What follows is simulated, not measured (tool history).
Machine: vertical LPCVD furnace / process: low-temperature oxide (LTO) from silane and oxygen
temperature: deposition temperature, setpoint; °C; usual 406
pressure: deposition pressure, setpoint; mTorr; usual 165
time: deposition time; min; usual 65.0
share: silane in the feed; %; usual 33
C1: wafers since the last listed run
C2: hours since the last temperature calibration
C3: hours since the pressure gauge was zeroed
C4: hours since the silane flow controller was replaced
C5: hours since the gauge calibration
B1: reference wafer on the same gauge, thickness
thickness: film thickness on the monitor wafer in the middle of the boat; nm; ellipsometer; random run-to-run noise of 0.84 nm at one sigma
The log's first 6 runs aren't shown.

{"run": 7, "day": 6.671, "temperature": 406, "pressure": 165, "time": 65.0, "share": 33, "C1": 419, "C2": 1243.3, "C3": 4725.5, "C4": 5319.5, "C5": 306.1, "B1": 400.91, "thickness": 348.69}
{"run": 8, "day": 7.779, "temperature": 402, "pressure": 135, "time": 65.0, "share": 33, "C1": 476, "C2": 1269.9, "C3": 4752.1, "C4": 5346.1, "C5": 332.7, "B1": 401.15, "thickness": 269.37}
{"day": 10.158, "done": "pressure gauge zeroed"}
{"day": 13.012, "done": "silane flow controller replaced"}
{"run": 9, "day": 13.033, "temperature": 402, "pressure": 135, "time": 65.0, "share": 33, "C1": 1399, "C2": 1396.0, "C3": 69.0, "C4": 0.5, "C5": 458.8, "B1": 401.38, "thickness": 302.51}
{"run": 10, "day": 13.279, "temperature": 406, "pressure": 165, "time": 53.5, "share": 33, "C1": 105, "C2": 1401.9, "C3": 74.9, "C4": 6.4, "C5": 464.7, "B1": 401.49, "thickness": 320.54}
{"run": 11, "day": 14.758, "temperature": 406, "pressure": 165, "time": 53.5, "share": 33, "C1": 636, "C2": 1437.4, "C3": 110.4, "C4": 41.9, "C5": 500.2, "B1": 401.02, "thickness": 318.63}
{"day": 15.25, "done": "gauge calibrated"}
{"run": 12, "day": 15.967, "temperature": 406, "pressure": 165, "time": 53.5, "share": 33, "C1": 519, "C2": 1466.4, "C3": 139.4, "C4": 70.9, "C5": 17.2, "B1": 400.87, "thickness": 318.01}
{"run": 13, "day": 16.712, "temperature": 406, "pressure": 165, "time": 65.0, "share": 33, "C1": 320, "C2": 1484.3, "C3": 157.3, "C4": 88.8, "C5": 35.1, "B1": 400.55, "thickness": 387.89}
{"run": 14, "day": 17.275, "temperature": 406, "pressure": 165, "time": 65.0, "share": 33, "C1": 241, "C2": 1497.8, "C3": 170.8, "C4": 102.3, "C5": 48.6, "B1": 401.01, "thickness": 386.97}
{"run": 15, "day": 17.992, "temperature": 406, "pressure": 165, "time": 65.0, "share": 33, "C1": 308, "C2": 1515.0, "C3": 188.0, "C4": 119.5, "C5": 65.8, "B1": 400.74, "thickness": 387.68}
{"run": 16, "day": 19.129, "temperature": 406, "pressure": 180, "time": 55.0, "share": 33, "C1": 489, "C2": 1542.3, "C3": 215.3, "C4": 146.8, "C5": 93.1, "B1": 400.89, "thickness": 357.17}
{"run": 17, "day": 19.854, "temperature": 406, "pressure": 165, "time": 65.0, "share": 33, "C1": 311, "C2": 1559.7, "C3": 232.7, "C4": 164.2, "C5": 110.5, "B1": 401.03, "thickness": 385.18}
{"run": 18, "day": 21.175, "temperature": 406, "pressure": 190, "time": 88.0, "share": 33, "C1": 568, "C2": 1591.4, "C3": 264.4, "C4": 195.9, "C5": 142.2, "B1": 401.33, "thickness": 599.17}
{"run": 19, "day": 22.096, "temperature": 406, "pressure": 165, "time": 65.0, "share": 33, "C1": 396, "C2": 1613.5, "C3": 286.5, "C4": 218.0, "C5": 164.3, "B1": 400.96, "thickness": 385.2}
{"run": 20, "day": 22.992, "temperature": 400, "pressure": 165, "time": 84.0, "share": 33, "C1": 385, "C2": 1635.0, "C3": 308.0, "C4": 239.5, "C5": 185.8, "B1": 400.84, "thickness": 464.07}
{"run": 21, "day": 23.883, "temperature": 406, "pressure": 155, "time": 89.5, "share": 37, "C1": 383, "C2": 1656.4, "C3": 329.4, "C4": 260.9, "C5": 207.2, "B1": 400.85, "thickness": 577.61}
{"run": 22, "day": 24.767, "temperature": 406, "pressure": 185, "time": 65.0, "share": 33, "C1": 379, "C2": 1677.6, "C3": 350.6, "C4": 282.1, "C5": 228.4, "B1": 400.58, "thickness": 430.4}
{"day": 26.458, "done": "thermocouples replaced and temperature profile calibrated"}
{"run": 23, "day": 26.479, "temperature": 406, "pressure": 165, "time": 65.0, "share": 33, "C1": 306, "C2": 0.5, "C3": 391.7, "C4": 323.2, "C5": 269.5, "B1": 400.66, "thickness": 383.68}
{"run": 24, "day": 26.675, "temperature": 415, "pressure": 165, "time": 72.0, "share": 39, "C1": 84, "C2": 5.2, "C3": 396.4, "C4": 327.9, "C5": 274.2, "B1": 401.51, "thickness": 580.18}
{"run": 25, "day": 27.854, "temperature": 406, "pressure": 165, "time": 65.0, "share": 33, "C1": 507, "C2": 33.5, "C3": 424.7, "C4": 356.2, "C5": 302.5, "B1": 401.25, "thickness": 382.53}
{"run": 26, "day": 29.112, "temperature": 417, "pressure": 165, "time": 83.0, "share": 36, "C1": 541, "C2": 63.7, "C3": 454.9, "C4": 386.4, "C5": 332.7, "B1": 400.96, "thickness": 620.39}
{"run": 27, "day": 30.0, "temperature": 406, "pressure": 180, "time": 81.5, "share": 37, "C1": 381, "C2": 85.0, "C3": 476.2, "C4": 407.7, "C5": 354.0, "B1": 401.1, "thickness": 610.25}
{"run": 28, "day": 31.271, "temperature": 406, "pressure": 150, "time": 65.0, "share": 29, "C1": 546, "C2": 115.5, "C3": 506.7, "C4": 438.2, "C5": 384.5, "B1": 400.78, "thickness": 288.3}
{"run": 29, "day": 32.425, "temperature": 406, "pressure": 190, "time": 65.0, "share": 35, "C1": 496, "C2": 143.2, "C3": 534.4, "C4": 465.9, "C5": 412.2, "B1": 401.22, "thickness": 478.54}
{"run": 30, "day": 33.854, "temperature": 412, "pressure": 165, "time": 45.0, "share": 33, "C1": 614, "C2": 177.5, "C3": 568.7, "C4": 500.2, "C5": 446.5, "B1": 400.72, "thickness": 281.44}
{"run": 31, "day": 35.346, "temperature": 406, "pressure": 165, "time": 65.0, "share": 33, "C1": 641, "C2": 213.3, "C3": 604.5, "C4": 536.0, "C5": 482.3, "B1": 400.77, "thickness": 380.33}

Below are 4 alternative next runs, each starting from the tool's condition after run 31. Predict each:
{"run": "A", "day": 35.546, "temperature": 406, "pressure": 165, "time": 65.0, "share": 33, "C1": 86, "C2": 218.1, "C3": 609.3, "C4": 540.8, "C5": 487.1, "B1": "?", "thickness": "?"}
{"run": "B", "day": 35.546, "temperature": 406, "pressure": 190, "time": 65.0, "share": 29, "C1": 86, "C2": 218.1, "C3": 609.3, "C4": 540.8, "C5": 487.1, "B1": "?", "thickness": "?"}
{"run": "C", "day": 35.546, "temperature": 406, "pressure": 195, "time": 65.0, "share": 33, "C1": 86, "C2": 218.1, "C3": 609.3, "C4": 540.8, "C5": 487.1, "B1": "?", "thickness": "?"}
{"run": "D", "day": 35.546, "temperature": 414, "pressure": 165, "time": 65.0, "share": 33, "C1": 86, "C2": 218.1, "C3": 609.3, "C4": 540.8, "C5": 487.1, "B1": "?", "thickness": "?"}

run=A B1=401.21 thickness=379.21
run=B B1=401.21 thickness=363.90
run=C B1=401.21 thickness=449.50
run=D B1=401.21 thickness=414.81
Without the tool's unlogged condition, the same runs would have read:
run=A thickness=389.53
run=B thickness=373.24
run=C thickness=460.36
run=D thickness=426.05
